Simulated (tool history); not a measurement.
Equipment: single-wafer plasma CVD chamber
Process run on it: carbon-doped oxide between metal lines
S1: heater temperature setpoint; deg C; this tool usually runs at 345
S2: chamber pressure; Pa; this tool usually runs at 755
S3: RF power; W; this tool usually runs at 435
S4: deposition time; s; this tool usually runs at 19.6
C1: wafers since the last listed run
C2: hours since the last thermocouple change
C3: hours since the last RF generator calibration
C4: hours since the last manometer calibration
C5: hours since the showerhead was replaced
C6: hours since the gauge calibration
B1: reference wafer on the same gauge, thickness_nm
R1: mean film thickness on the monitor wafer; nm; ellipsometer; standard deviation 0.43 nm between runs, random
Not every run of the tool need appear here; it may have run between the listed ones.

run,day,S1,S2,S3,S4,C1,C2,C3,C4,C5,C6,B1,R1
1,0.000,345,755,435,19.6,0,1449.2,1265.6,434.8,2766.6,1248.6,75.512,84.207
# day 2.162: thermocouple changed; heater temperature recalibrated
2,2.183,345,755,435,19.6,620,0.5,1318.0,487.2,2819.0,1301.0,75.391,84.853
3,3.983,345,755,435,19.6,603,43.7,1361.2,530.4,2862.2,1344.2,75.304,84.891
4,5.983,345,755,435,19.6,670,91.7,1409.2,578.4,2910.2,1392.2,75.041,85.333
5,7.692,345,755,435,17.3,573,132.7,1450.2,619.4,2951.2,1433.2,74.869,74.632
6,10.196,345,755,435,17.3,840,192.8,1510.3,679.5,3011.3,1493.3,74.680,74.619
# day 10.721: showerhead replaced
7,11.971,345,755,435,17.3,483,235.4,1552.9,722.1,30.0,1535.9,74.553,74.258
# day 12.058: gauge calibrated
8,13.629,357,659,435,19.6,556,275.2,1592.7,761.9,69.8,37.7,77.613,83.595
# day 15.317: RF generator calibrated
9,15.750,349,755,435,22.1,599,326.1,10.4,812.8,120.7,88.6,77.884,97.302
10,18.129,345,755,435,19.6,798,383.2,67.5,869.9,177.8,145.7,77.588,87.480
11,19.767,345,755,435,19.6,549,422.5,106.8,909.2,217.1,185.0,77.612,88.092
12,20.871,345,755,435,19.6,370,449.0,133.3,935.7,243.6,211.5,77.689,87.035
13,22.796,345,755,435,19.6,645,495.2,179.5,981.9,289.8,257.7,77.505,87.235
14,25.325,345,755,435,19.6,848,555.9,240.2,1042.6,350.5,318.4,77.541,87.353
15,27.079,345,755,365,19.6,588,598.0,282.3,1084.7,392.6,360.5,77.515,78.819
16,29.617,345,755,435,19.6,851,658.9,343.2,1145.6,453.5,421.4,77.456,87.537
# day 30.967: capacitance manometer re-zeroed and calibrated
17,31.321,345,755,435,19.6,459,699.8,384.1,8.5,494.4,462.3,77.359,87.086
18,32.467,341,755,435,19.6,384,727.3,411.6,36.0,521.9,489.8,77.236,87.498
19,34.508,356,927,495,19.6,684,776.3,460.6,85.0,570.9,538.8,77.185,93.305
20,35.854,345,755,435,19.6,451,808.6,492.9,117.3,603.2,571.1,77.152,87.137
21,37.262,345,755,435,19.6,472,842.4,526.7,151.1,637.0,604.9,77.261,87.037
22,38.500,345,855,435,19.6,415,872.1,556.4,180.8,666.7,634.6,77.156,88.038
23,41.475,345,633,470,19.6,998,943.5,627.8,252.2,738.1,706.0,77.042,88.930
24,44.233,334,632,435,19.6,925,1009.7,694.0,318.4,804.3,772.2,76.943,87.670
25,47.138,335,903,350,16.2,974,1079.4,763.7,388.1,874.0,841.9,76.715,65.540
26,49.342,340,904,505,16.5,739,1132.3,816.6,441.0,926.9,894.8,76.693,82.229
27,51.458,345,920,435,16.8,710,1183.1,867.4,491.8,977.7,945.6,76.473,75.419
28,53.650,352,887,435,19.6,735,1235.7,920.0,544.4,1030.3,998.2,76.530,85.643

Below are 4 alternative next runs, each starting from the tool's condition after run 28. Predict each:
A,53.667,345,755,360,19.6,5,1236.1,920.4,544.8,1030.7,998.6,?,?
B,53.667,330,867,435,21.7,5,1236.1,920.4,544.8,1030.7,998.6,?,?
C,53.667,345,845,385,21.9,5,1236.1,920.4,544.8,1030.7,998.6,?,?
D,53.667,354,820,385,19.6,5,1236.1,920.4,544.8,1030.7,998.6,?,?

run,B1,R1
A,76.346,76.647
B,76.346,101.152
C,76.346,90.375
D,76.346,78.941
Without the tool's unlogged condition, the same runs would have read:
run,R1
A,78.372
B,103.429
C,92.409
D,80.718

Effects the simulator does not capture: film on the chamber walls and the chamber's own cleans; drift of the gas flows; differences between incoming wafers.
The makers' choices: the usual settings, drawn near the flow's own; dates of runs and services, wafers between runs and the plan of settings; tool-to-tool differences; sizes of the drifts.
